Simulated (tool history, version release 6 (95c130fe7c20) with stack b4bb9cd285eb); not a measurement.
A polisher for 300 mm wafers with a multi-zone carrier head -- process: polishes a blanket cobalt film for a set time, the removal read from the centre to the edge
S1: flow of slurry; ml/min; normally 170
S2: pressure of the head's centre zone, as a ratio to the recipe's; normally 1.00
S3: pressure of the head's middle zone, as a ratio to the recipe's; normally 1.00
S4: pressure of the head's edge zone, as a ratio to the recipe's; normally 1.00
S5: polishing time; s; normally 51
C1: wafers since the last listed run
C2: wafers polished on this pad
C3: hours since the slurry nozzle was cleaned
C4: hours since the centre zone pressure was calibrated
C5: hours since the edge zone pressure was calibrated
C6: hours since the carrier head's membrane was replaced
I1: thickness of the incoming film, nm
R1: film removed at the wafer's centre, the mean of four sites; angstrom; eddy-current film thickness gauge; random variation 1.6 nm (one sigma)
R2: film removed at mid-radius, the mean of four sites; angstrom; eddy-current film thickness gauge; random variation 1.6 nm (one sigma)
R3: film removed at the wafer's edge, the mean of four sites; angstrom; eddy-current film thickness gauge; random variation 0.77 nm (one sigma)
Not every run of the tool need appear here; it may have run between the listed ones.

run,hour,S1,S2,S3,S4,S5,C1,C2,C3,C4,C5,C6,I1,R1,R2,R3
1,0.0,170,1.00,1.00,1.00,55,0,5719,634.2,258.8,655.5,93.7,1077.9,923,1006,1049
2,50.1,170,1.00,1.00,1.00,51,677,6397,684.3,308.9,705.6,143.8,1054.9,862,937,943
# hour 64.7: slurry nozzle cleaned
3,98.2,170,1.00,1.00,1.00,51,637,7034,33.5,357.0,753.7,191.9,1069.2,970,1053,1013
# hour 136.7: worn pad replaced by a new one
4,179.7,170,1.00,1.00,1.00,51,1048,582,115.0,438.5,835.2,273.4,1068.4,907,996,1008
# hour 206.3: centre zone pressure recalibrated
# hour 212.9: edge zone pressure recalibrated
5,243.0,170,1.00,1.00,1.00,51,802,1384,178.3,36.7,30.1,336.7,1087.6,941,971,1002
6,291.7,170,1.00,1.00,1.00,51,659,2043,227.0,85.4,78.8,385.4,1071.4,938,989,994
7,386.8,170,0.88,1.06,1.00,51,1286,3330,322.1,180.5,173.9,480.5,1059.1,771,999,968
8,431.0,135,1.00,1.06,0.95,51,598,3928,366.3,224.7,218.1,524.7,1065.1,801,925,911
9,470.9,170,1.00,1.00,1.00,51,539,4468,406.2,264.6,258.0,564.6,1061.5,844,924,949
10,533.1,170,1.00,1.00,1.00,55,841,5310,468.4,326.8,320.2,626.8,1084.4,877,1002,1028
# hour 607.6: worn pad replaced by a new one
11,618.4,170,1.00,1.08,1.04,51,1100,145,553.7,412.1,405.5,712.1,1055.7,819,992,974
12,716.3,170,1.06,1.00,1.00,51,1324,1470,651.6,510.0,503.4,810.0,1084.8,863,926,959
# hour 724.8: centre zone pressure recalibrated
13,815.4,170,1.10,1.00,1.00,66,1313,2784,750.7,90.6,602.5,909.1,1078.7,1242,1195,1235
# hour 839.4: slurry nozzle cleaned
# hour 857.1: carrier head's membrane replaced by a new one
14,862.3,170,1.00,1.00,1.00,51,553,3337,22.9,137.5,649.4,5.2,1065.7,977,1023,1028
15,951.8,170,1.00,0.88,0.91,51,1211,4549,112.4,227.0,738.9,94.7,1071.3,915,902,959
# hour 1040.8: worn pad replaced by a new one
16,1052.2,170,1.00,1.00,1.00,51,1304,154,212.8,327.4,839.3,195.1,1060.9,856,971,984
17,1121.3,170,1.00,0.91,1.00,51,935,1089,281.9,396.5,908.4,264.2,1080.8,813,904,972

Run 18 has not been measured yet. What should we expect?
# hour 1162.1: centre zone pressure recalibrated
# hour 1192.2: edge zone pressure recalibrated
18,1227.8,170,1.06,1.00,1.00,51,1387,2476,388.4,65.7,35.6,370.7,1086.0,?,?,?

{"run 18": {"R1": 929, "R2": 938, "R3": 963}}
Without the tool's hidden state the same run would have given R1 1123 angstrom, R2 1059 angstrom, R3 1048 angstrom.
